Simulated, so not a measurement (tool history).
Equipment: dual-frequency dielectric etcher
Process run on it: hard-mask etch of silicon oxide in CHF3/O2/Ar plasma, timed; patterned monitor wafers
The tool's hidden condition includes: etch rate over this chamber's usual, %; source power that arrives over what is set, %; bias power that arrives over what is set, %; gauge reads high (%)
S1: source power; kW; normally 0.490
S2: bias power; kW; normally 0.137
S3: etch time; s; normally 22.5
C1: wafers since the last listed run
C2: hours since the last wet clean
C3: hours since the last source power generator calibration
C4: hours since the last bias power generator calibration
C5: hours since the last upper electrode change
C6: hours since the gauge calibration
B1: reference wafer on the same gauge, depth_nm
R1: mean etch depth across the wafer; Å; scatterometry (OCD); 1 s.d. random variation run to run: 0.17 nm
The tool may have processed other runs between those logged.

Run 1, hour 0.0: usual settings but S1 0.460 kW; C1 0; C2 110.9; C3 4326.0; C4 2014.3; C5 2543.6; C6 13.5; B1 38.29. Result: R1 350.2 Å.
Run 2, hour 19.9: usual settings but S1 0.460 kW; C1 407; C2 130.8; C3 4345.9; C4 2034.2; C5 2563.5; C6 33.4; B1 38.24. Result: R1 351.4 Å.
Run 3, hour 51.2: usual settings but S3 25.0 s; C1 641; C2 162.1; C3 4377.2; C4 2065.5; C5 2594.8; C6 64.7; B1 38.21. Result: R1 396.0 Å.
Run 4, hour 78.0: usual settings but S3 25.0 s; C1 549; C2 188.9; C3 4404.0; C4 2092.3; C5 2621.6; C6 91.5; B1 38.19. Result: R1 397.9 Å.
Run 5, hour 106.0: usual settings but S3 25.0 s; C1 574; C2 216.9; C3 4432.0; C4 2120.3; C5 2649.6; C6 119.5; B1 38.25. Result: R1 402.4 Å.
Run 6, hour 135.8: usual settings but S1 0.530 kW; C1 610; C2 246.7; C3 4461.8; C4 2150.1; C5 2679.4; C6 149.3; B1 38.35. Result: R1 375.1 Å.
Run 7, hour 155.7: usual settings but S1 0.530 kW; C1 407; C2 266.6; C3 4481.7; C4 2170.0; C5 2699.3; C6 169.2; B1 38.38. Result: R1 374.1 Å.
Run 8, hour 185.1: usual settings; C1 602; C2 296.0; C3 4511.1; C4 2199.4; C5 2728.7; C6 198.6; B1 38.37. Result: R1 360.6 Å.
Run 9, hour 206.5: usual settings but S2 0.144 kW; C1 438; C2 317.4; C3 4532.5; C4 2220.8; C5 2750.1; C6 220.0; B1 38.45. Result: R1 367.0 Å.
Run 10, hour 236.9: usual settings but S3 20.0 s; C1 623; C2 347.8; C3 4562.9; C4 2251.2; C5 2780.5; C6 250.4; B1 38.46. Result: R1 321.8 Å.
Run 11, hour 261.2: usual settings but S3 20.0 s; C1 498; C2 372.1; C3 4587.2; C4 2275.5; C5 2804.8; C6 274.7; B1 38.50. Result: R1 321.2 Å.
Run 12, hour 275.2: usual settings but S3 20.0 s; C1 287; C2 386.1; C3 4601.2; C4 2289.5; C5 2818.8; C6 288.7; B1 38.62. Result: R1 323.0 Å.
At hour 302.1: source power generator calibrated.
Run 13, hour 302.6: usual settings but S2 0.128 kW; C1 479; C2 413.5; C3 0.5; C4 2316.9; C5 2846.2; C6 316.1; B1 38.61. Result: R1 358.7 Å.
Run 14, hour 330.7: usual settings but S2 0.119 kW, S3 28.5 s; C1 576; C2 441.6; C3 28.6; C4 2345.0; C5 2874.3; C6 344.2; B1 38.71. Result: R1 446.2 Å.
Run 15, hour 366.7: usual settings; C1 738; C2 477.6; C3 64.6; C4 2381.0; C5 2910.3; C6 380.2; B1 38.79. Result: R1 365.0 Å.
Run 16, hour 387.7: usual settings; C1 430; C2 498.6; C3 85.6; C4 2402.0; C5 2931.3; C6 401.2; B1 38.84. Result: R1 367.8 Å.
Run 17, hour 419.4: usual settings; C1 649; C2 530.3; C3 117.3; C4 2433.7; C5 2963.0; C6 432.9; B1 39.09. Result: R1 365.3 Å.
At hour 434.4: bias power generator calibrated.
At hour 435.4: gauge calibrated.
Run 18, hour 520.4: usual settings but S3 20.5 s; C1 1988; C2 631.3; C3 218.3; C4 86.0; C5 3064.0; C6 85.0; B1 38.41. Result: R1 329.1 Å.
At hour 557.9: upper electrode replaced.
At hour 561.2: wet clean of the chamber.
Run 19, hour 561.7: usual settings but S2 0.146 kW, S3 17.0 s; C1 287; C2 0.5; C3 259.6; C4 127.3; C5 3.8; C6 126.3; B1 38.48. Result: R1 276.6 Å.
Run 20, hour 570.9: usual settings but S1 0.440 kW, S3 27.5 s; C1 188; C2 9.7; C3 268.8; C4 136.5; C5 13.0; C6 135.5; B1 38.42. Result: R1 421.7 Å.
Run 21, hour 605.0: usual settings but S1 0.570 kW; C1 699; C2 43.8; C3 302.9; C4 170.6; C5 47.1; C6 169.6; B1 38.49. Result: R1 384.1 Å.
Run 22, hour 631.8: usual settings but S1 0.580 kW, S2 0.119 kW; C1 549; C2 70.6; C3 329.7; C4 197.4; C5 73.9; C6 196.4; B1 38.57. Result: R1 373.0 Å.
Run 23, hour 662.6: usual settings; C1 631; C2 101.4; C3 360.5; C4 228.2; C5 104.7; C6 227.2; B1 38.58. Result: R1 360.6 Å.
Run 24, hour 683.3: usual settings but S1 0.430 kW, S2 0.169 kW, S3 24.5 s; C1 424; C2 122.1; C3 381.2; C4 248.9; C5 125.4; C6 247.9; B1 38.60. Result: R1 396.4 Å.
Run 25, hour 751.7: usual settings but S2 0.122 kW; C1 1402; C2 190.5; C3 449.6; C4 317.3; C5 193.8; C6 316.3; B1 38.71. Result: R1 354.4 Å.
Run 26, hour 787.4: usual settings; C1 731; C2 226.2; C3 485.3; C4 353.0; C5 229.5; C6 352.0; B1 38.77. Result: R1 368.0 Å.

For each run, what was the tool's unlogged condition?
etch rate over this chamber's usual, %: 0 across all the runs
source power that arrives over what is set, %: 0 across all the runs
bias power that arrives over what is set, %: 0 across all the runs
H1: gauge reads high (%)
run        H1
  1     -0.14
  2     -0.13
  3   -0.0998
  4   -0.0582
  5  0.000456
  6      0.08
  7     0.143
  8      0.25
  9     0.339
 10     0.481
 11     0.608
 12     0.686
 13     0.851
 14      1.03
 15      1.29
 16      1.46
 17      1.72
 18      0.24
 19     0.327
 20     0.351
 21     0.454
 22     0.551
 23     0.681
 24     0.778
 25      1.16
 26       1.4
